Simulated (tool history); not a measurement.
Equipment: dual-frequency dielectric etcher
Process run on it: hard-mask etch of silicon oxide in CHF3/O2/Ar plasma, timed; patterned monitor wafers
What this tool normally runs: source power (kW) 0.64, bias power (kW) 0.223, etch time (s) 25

run,hour,source power (kW),bias power (kW),etch time (s),wafers since the last listed run,hours since the last wet clean,hours since the last source power generator calibration,hours since the last bias power generator calibration,hours since the last upper electrode change,hours since the gauge calibration,"read-back reference wafer on the same gauge, depth_nm",mean etch depth across the wafer (angstrom)
1,0,0.64,0.223,25,0,359.2,2835.9,88.7,1282.8,817.9,63.3,531
# hour 54.4: wet clean of the chamber
2,103.4,0.64,0.223,25,1106,49,2939.3,192.1,1386.2,921.3,63.3,525
3,159,0.64,0.223,25,774,104.6,2994.9,247.7,1441.8,976.9,63.3,526
4,212.6,0.64,0.179,28.5,746,158.2,3048.5,301.3,1495.4,1030.5,63,545
5,253.8,0.64,0.223,25,573,199.4,3089.7,342.5,1536.6,1071.7,63.1,530
6,359.3,0.59,0.223,25,1469,304.9,3195.2,448,1642.1,1177.2,63,516
# hour 444.7: wet clean of the chamber
7,452.4,0.58,0.195,25,962,7.7,3288.3,541.1,1735.2,1270.3,62.8,483
8,515.2,0.58,0.195,25,874,70.5,3351.1,603.9,1798,1333.1,62.6,483
9,584.9,0.58,0.195,25,971,140.2,3420.8,673.6,1867.7,1402.8,62.5,480
10,630.2,0.64,0.223,29.5,631,185.5,3466.1,718.9,1913,1448.1,62.4,620
11,679.2,0.64,0.223,25,682,234.5,3515.1,767.9,1962,1497.1,62.5,520
12,753,0.64,0.223,25,1028,308.3,3588.9,841.7,2035.8,1570.9,62.3,520
13,817.9,0.64,0.223,25,904,373.2,3653.8,906.6,2100.7,1635.8,62,521
# hour 847.2: wet clean of the chamber
14,884.6,0.64,0.223,25,594,37.4,3720.5,973.3,2167.4,1702.5,61.7,517
# hour 937.6: gauge calibrated
15,989.6,0.74,0.263,21.5,1462,142.4,3825.5,1078.3,2272.4,52,63.7,517
# hour 1033: upper electrode replaced
16,1096.7,0.5,0.223,25,1157,249.5,3932.6,1185.4,63.7,159.1,63.7,505
17,1162.9,0.64,0.223,25,922,315.7,3998.8,1251.6,129.9,225.3,63.7,535
# hour 1216.8: source power generator calibrated
# hour 1267.8: wet clean of the chamber
18,1268.3,0.64,0.223,25,1078,0.5,51.5,1357,235.3,330.7,63.5,536
19,1314.6,0.69,0.168,25,645,46.8,97.8,1403.3,281.6,377,63.7,483
20,1404,0.64,0.223,25,1245,136.2,187.2,1492.7,371,466.4,63.5,533

Run 21 comes next. What will it give?
21,1462,0.64,0.173,31.5,808,194.2,245.2,1550.7,429,524.4,?,?

Run 21 produced read-back reference wafer on the same gauge, depth_nm 63.6, mean etch depth across the wafer (angstrom) 596.
If the tool had no hidden condition, the same run with the same run-to-run variation would have returned mean etch depth across the wafer (angstrom) 597.

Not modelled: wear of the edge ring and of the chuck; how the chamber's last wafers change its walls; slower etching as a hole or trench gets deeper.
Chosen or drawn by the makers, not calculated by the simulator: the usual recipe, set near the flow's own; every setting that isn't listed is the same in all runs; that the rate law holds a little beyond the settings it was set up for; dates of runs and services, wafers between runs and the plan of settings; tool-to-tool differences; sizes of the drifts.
